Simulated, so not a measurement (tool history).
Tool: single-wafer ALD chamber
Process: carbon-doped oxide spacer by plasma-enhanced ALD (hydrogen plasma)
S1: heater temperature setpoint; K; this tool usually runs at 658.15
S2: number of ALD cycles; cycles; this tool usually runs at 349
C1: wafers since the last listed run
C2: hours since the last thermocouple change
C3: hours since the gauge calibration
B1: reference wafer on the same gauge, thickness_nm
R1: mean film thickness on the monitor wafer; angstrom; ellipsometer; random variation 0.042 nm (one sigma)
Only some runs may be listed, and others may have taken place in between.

{"run": 1, "hour": 0.0, "S1": 658.15, "S2": 349, "C1": 0, "C2": 1521.8, "C3": 102.7, "B1": 19.443, "R1": 168.26}
{"run": 2, "hour": 8.5, "S1": 658.15, "S2": 349, "C1": 12, "C2": 1530.3, "C3": 111.2, "B1": 19.438, "R1": 169.01}
{"run": 3, "hour": 19.6, "S1": 658.15, "S2": 349, "C1": 16, "C2": 1541.4, "C3": 122.3, "B1": 19.421, "R1": 167.97}
{"run": 4, "hour": 30.4, "S1": 658.15, "S2": 401, "C1": 15, "C2": 1552.2, "C3": 133.1, "B1": 19.415, "R1": 193.29}
{"run": 5, "hour": 39.3, "S1": 658.15, "S2": 401, "C1": 12, "C2": 1561.1, "C3": 142.0, "B1": 19.416, "R1": 193.65}
{"run": 6, "hour": 46.2, "S1": 658.15, "S2": 401, "C1": 9, "C2": 1568.0, "C3": 148.9, "B1": 19.402, "R1": 193.98}
{"run": 7, "hour": 54.9, "S1": 658.15, "S2": 349, "C1": 12, "C2": 1576.7, "C3": 157.6, "B1": 19.387, "R1": 168.22}
{"run": 8, "hour": 64.8, "S1": 658.15, "S2": 349, "C1": 14, "C2": 1586.6, "C3": 167.5, "B1": 19.392, "R1": 168.31}
{"run": 9, "hour": 80.7, "S1": 658.15, "S2": 349, "C1": 22, "C2": 1602.5, "C3": 183.4, "B1": 19.382, "R1": 167.93}
{"run": 10, "hour": 89.4, "S1": 658.15, "S2": 333, "C1": 12, "C2": 1611.2, "C3": 192.1, "B1": 19.366, "R1": 160.77}
{"run": 11, "hour": 105.2, "S1": 658.15, "S2": 333, "C1": 22, "C2": 1627.0, "C3": 207.9, "B1": 19.353, "R1": 159.73}
{"run": 12, "hour": 119.0, "S1": 658.15, "S2": 333, "C1": 19, "C2": 1640.8, "C3": 221.7, "B1": 19.336, "R1": 159.71}
{"run": 13, "hour": 133.7, "S1": 653.15, "S2": 349, "C1": 21, "C2": 1655.5, "C3": 236.4, "B1": 19.329, "R1": 168.53}
{"run": 14, "hour": 142.2, "S1": 653.15, "S2": 349, "C1": 12, "C2": 1664.0, "C3": 244.9, "B1": 19.343, "R1": 168.21}
{"run": 15, "hour": 150.6, "S1": 653.15, "S2": 349, "C1": 12, "C2": 1672.4, "C3": 253.3, "B1": 19.323, "R1": 168.08}
{"run": 16, "hour": 161.2, "S1": 658.15, "S2": 299, "C1": 15, "C2": 1683.0, "C3": 263.9, "B1": 19.311, "R1": 144.0}
{"run": 17, "hour": 168.2, "S1": 658.15, "S2": 349, "C1": 10, "C2": 1690.0, "C3": 270.9, "B1": 19.31, "R1": 167.62}
{"run": 18, "hour": 178.9, "S1": 649.15, "S2": 414, "C1": 15, "C2": 1700.7, "C3": 281.6, "B1": 19.318, "R1": 198.7}
{"run": 19, "hour": 188.3, "S1": 658.15, "S2": 349, "C1": 13, "C2": 1710.1, "C3": 291.0, "B1": 19.292, "R1": 167.0}
{"hour": 200.2, "done": "thermocouple changed; heater temperature recalibrated"}
{"run": 20, "hour": 203.9, "S1": 658.15, "S2": 349, "C1": 10, "C2": 3.7, "C3": 306.6, "B1": 19.271, "R1": 167.25}
{"run": 21, "hour": 216.1, "S1": 646.15, "S2": 292, "C1": 17, "C2": 15.9, "C3": 318.8, "B1": 19.276, "R1": 139.54}
{"run": 22, "hour": 223.3, "S1": 670.15, "S2": 297, "C1": 10, "C2": 23.1, "C3": 326.0, "B1": 19.257, "R1": 142.14}
{"hour": 226.4, "done": "gauge calibrated"}
{"run": 23, "hour": 230.5, "S1": 658.15, "S2": 349, "C1": 10, "C2": 30.3, "C3": 4.1, "B1": 19.475, "R1": 169.09}
{"run": 24, "hour": 238.3, "S1": 670.15, "S2": 415, "C1": 11, "C2": 38.1, "C3": 11.9, "B1": 19.475, "R1": 201.73}
{"run": 25, "hour": 255.4, "S1": 658.15, "S2": 333, "C1": 24, "C2": 55.2, "C3": 29.0, "B1": 19.46, "R1": 160.77}
{"run": 26, "hour": 267.7, "S1": 664.15, "S2": 327, "C1": 17, "C2": 67.5, "C3": 41.3, "B1": 19.455, "R1": 158.29}
{"run": 27, "hour": 285.1, "S1": 647.15, "S2": 412, "C1": 25, "C2": 84.9, "C3": 58.7, "B1": 19.446, "R1": 199.02}
{"run": 28, "hour": 298.5, "S1": 665.15, "S2": 349, "C1": 19, "C2": 98.3, "C3": 72.1, "B1": 19.419, "R1": 168.62}
{"run": 29, "hour": 316.4, "S1": 658.15, "S2": 298, "C1": 25, "C2": 116.2, "C3": 90.0, "B1": 19.403, "R1": 143.43}
{"run": 30, "hour": 328.0, "S1": 658.15, "S2": 298, "C1": 16, "C2": 127.8, "C3": 101.6, "B1": 19.411, "R1": 144.33}
{"run": 31, "hour": 342.1, "S1": 665.15, "S2": 308, "C1": 20, "C2": 141.9, "C3": 115.7, "B1": 19.391, "R1": 148.46}
{"run": 32, "hour": 351.2, "S1": 644.15, "S2": 331, "C1": 13, "C2": 151.0, "C3": 124.8, "B1": 19.374, "R1": 159.99}

List, for all runs, the conditions of the tool that the log does not record:
wafer temperature above the value expected at the setpoint (K): 0 across all the runs
H1: gauge reads high (%)
run=1 H1=-0.307
run=2 H1=-0.341
run=3 H1=-0.385
run=4 H1=-0.428
run=5 H1=-0.464
run=6 H1=-0.491
run=7 H1=-0.526
run=8 H1=-0.566
run=9 H1=-0.629
run=10 H1=-0.664
run=11 H1=-0.727
run=12 H1=-0.783
run=13 H1=-0.841
run=14 H1=-0.875
run=15 H1=-0.909
run=16 H1=-0.951
run=17 H1=-0.979
run=18 H1=-1.02
run=19 H1=-1.06
run=20 H1=-1.12
run=21 H1=-1.17
run=22 H1=-1.2
run=23 H1=-0.117
run=24 H1=-0.149
run=25 H1=-0.217
run=26 H1=-0.266
run=27 H1=-0.336
run=28 H1=-0.389
run=29 H1=-0.461
run=30 H1=-0.507
run=31 H1=-0.564
run=32 H1=-0.6
